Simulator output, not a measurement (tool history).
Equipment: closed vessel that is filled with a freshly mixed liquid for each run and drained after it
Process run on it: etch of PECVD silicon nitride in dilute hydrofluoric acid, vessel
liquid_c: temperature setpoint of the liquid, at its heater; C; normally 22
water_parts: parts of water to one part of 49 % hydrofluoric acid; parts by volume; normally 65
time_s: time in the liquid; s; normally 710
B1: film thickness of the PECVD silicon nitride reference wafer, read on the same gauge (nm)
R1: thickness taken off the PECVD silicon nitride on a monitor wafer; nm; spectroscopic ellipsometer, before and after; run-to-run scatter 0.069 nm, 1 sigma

run 1 hour=0.0 | liquid_c=22 water_parts=65 time_s=710 | B1=70.02 | R1=21.38
run 2 hour=10.5 | liquid_c=22 water_parts=65 time_s=710 | B1=70.03 | R1=21.48
-- hour=18.6 gauge calibrated
run 3 hour=24.8 | liquid_c=22 water_parts=65 time_s=710 | B1=70.01 | R1=21.56
run 4 hour=32.5 | liquid_c=22 water_parts=65 time_s=710 | B1=69.97 | R1=21.54
run 5 hour=48.5 | liquid_c=22 water_parts=65 time_s=1020 | B1=69.97 | R1=30.92
run 6 hour=57.0 | liquid_c=22 water_parts=65 time_s=1020 | B1=70.03 | R1=31.15
-- hour=59.4 thermometer replaced
run 7 hour=66.9 | liquid_c=22 water_parts=65 time_s=1020 | B1=69.97 | R1=33.83
run 8 hour=82.7 | liquid_c=19 water_parts=35 time_s=570 | B1=70.00 | R1=28.25
-- hour=90.3 thermometer replaced, repeated, since the last time left the tool worse
run 9 hour=93.4 | liquid_c=26 water_parts=55 time_s=925 | B1=70.02 | R1=38.25

Run 10 comes next. What will it give?
run 10 hour=107.3 | liquid_c=19 water_parts=35 time_s=570 | B1=? | R1=?

B1: 70.00
R1: 22.73 nm
Take away the tool's hidden state, keep the run-to-run variation as it was, and the same run would have given R1 22.54 nm.
